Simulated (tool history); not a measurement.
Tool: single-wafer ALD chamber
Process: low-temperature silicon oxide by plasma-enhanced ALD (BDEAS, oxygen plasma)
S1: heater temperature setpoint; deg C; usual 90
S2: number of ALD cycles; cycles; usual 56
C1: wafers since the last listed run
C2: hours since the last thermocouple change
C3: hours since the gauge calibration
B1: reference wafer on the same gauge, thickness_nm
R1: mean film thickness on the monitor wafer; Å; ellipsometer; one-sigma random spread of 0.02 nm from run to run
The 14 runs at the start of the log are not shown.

Run 15, hour 688.8: usual settings; C1 99; C2 134.4; C3 192.2; B1 6.383. Result: R1 78.98 Å.
Run 16, hour 756.9: usual settings but S2 60 cycles; C1 278; C2 202.5; C3 260.3; B1 6.379. Result: R1 84.11 Å.
Run 17, hour 784.0: usual settings but S2 60 cycles; C1 110; C2 229.6; C3 287.4; B1 6.382. Result: R1 84.66 Å.
Run 18, hour 812.8: usual settings but S1 98 deg C, S2 61 cycles; C1 117; C2 258.4; C3 316.2; B1 6.379. Result: R1 83.01 Å.
Run 19, hour 847.1: usual settings but S1 103 deg C, S2 52 cycles; C1 140; C2 292.7; C3 350.5; B1 6.382. Result: R1 70.08 Å.
Run 20, hour 876.1: usual settings but S1 98 deg C, S2 47 cycles; C1 118; C2 321.7; C3 379.5; B1 6.381. Result: R1 63.82 Å.
Run 21, hour 906.6: usual settings; C1 124; C2 352.2; C3 410.0; B1 6.379. Result: R1 78.41 Å.
Run 22, hour 939.6: usual settings but S1 105 deg C, S2 45 cycles; C1 135; C2 385.2; C3 443.0; B1 6.378. Result: R1 60.44 Å.
Run 23, hour 968.6: usual settings but S1 85 deg C, S2 66 cycles; C1 118; C2 414.2; C3 472.0; B1 6.377. Result: R1 94.21 Å.
Run 24, hour 1002.0: usual settings; C1 136; C2 447.6; C3 505.4; B1 6.381. Result: R1 78.14 Å.
Run 25, hour 1032.2: usual settings but S1 102 deg C, S2 64 cycles; C1 123; C2 477.8; C3 535.6; B1 6.384. Result: R1 86.11 Å.
Run 26, hour 1086.5: usual settings but S1 98 deg C, S2 61 cycles; C1 222; C2 532.1; C3 589.9; B1 6.381. Result: R1 82.86 Å.
Run 27, hour 1114.0: usual settings but S1 95 deg C, S2 63 cycles; C1 112; C2 559.6; C3 617.4; B1 6.381. Result: R1 86.41 Å.
Run 28, hour 1153.0: usual settings; C1 159; C2 598.6; C3 656.4; B1 6.377. Result: R1 77.97 Å.
Run 29, hour 1221.3: usual settings but S2 65 cycles; C1 279; C2 666.9; C3 724.7; B1 6.374. Result: R1 90.59 Å.
Run 30, hour 1274.1: usual settings but S1 81 deg C, S2 66 cycles; C1 216; C2 719.7; C3 777.5; B1 6.381. Result: R1 95.27 Å.
Run 31, hour 1319.1: usual settings; C1 184; C2 764.7; C3 822.5; B1 6.379. Result: R1 78.03 Å.
Run 32, hour 1390.0: usual settings; C1 290; C2 835.6; C3 893.4; B1 6.380. Result: R1 77.87 Å.
Run 33, hour 1437.6: usual settings but S2 45 cycles; C1 194; C2 883.2; C3 941.0; B1 6.385. Result: R1 62.54 Å.
Run 34, hour 1467.9: usual settings but S2 53 cycles; C1 124; C2 913.5; C3 971.3; B1 6.381. Result: R1 73.38 Å.
Run 35, hour 1497.9: usual settings but S1 99 deg C, S2 46 cycles; C1 122; C2 943.5; C3 1001.3; B1 6.381. Result: R1 62.17 Å.

Below are 4 alternative next runs, each starting from the tool's condition after run 35. Predict each:
Run A, hour 1498.4: usual settings but S1 98 deg C; C1 2; C2 944.0; C3 1001.8; B1 ?. Result: R1 ?.
Run B, hour 1498.4: usual settings but S1 83 deg C, S2 51 cycles; C1 2; C2 944.0; C3 1001.8; B1 ?. Result: R1 ?.
Run C, hour 1498.4: usual settings but S1 100 deg C, S2 53 cycles; C1 2; C2 944.0; C3 1001.8; B1 ?. Result: R1 ?.
Run D, hour 1498.4: usual settings but S1 104 deg C; C1 2; C2 944.0; C3 1001.8; B1 ?. Result: R1 ?.

run     B1     R1
  A  6.382  75.64
  B  6.382  72.77
  C  6.382  71.29
  D  6.382  74.71
Without the tool's hidden state the same runs would have given:
run     R1
  A  76.29
  B  73.73
  C  71.79
  D  75.23
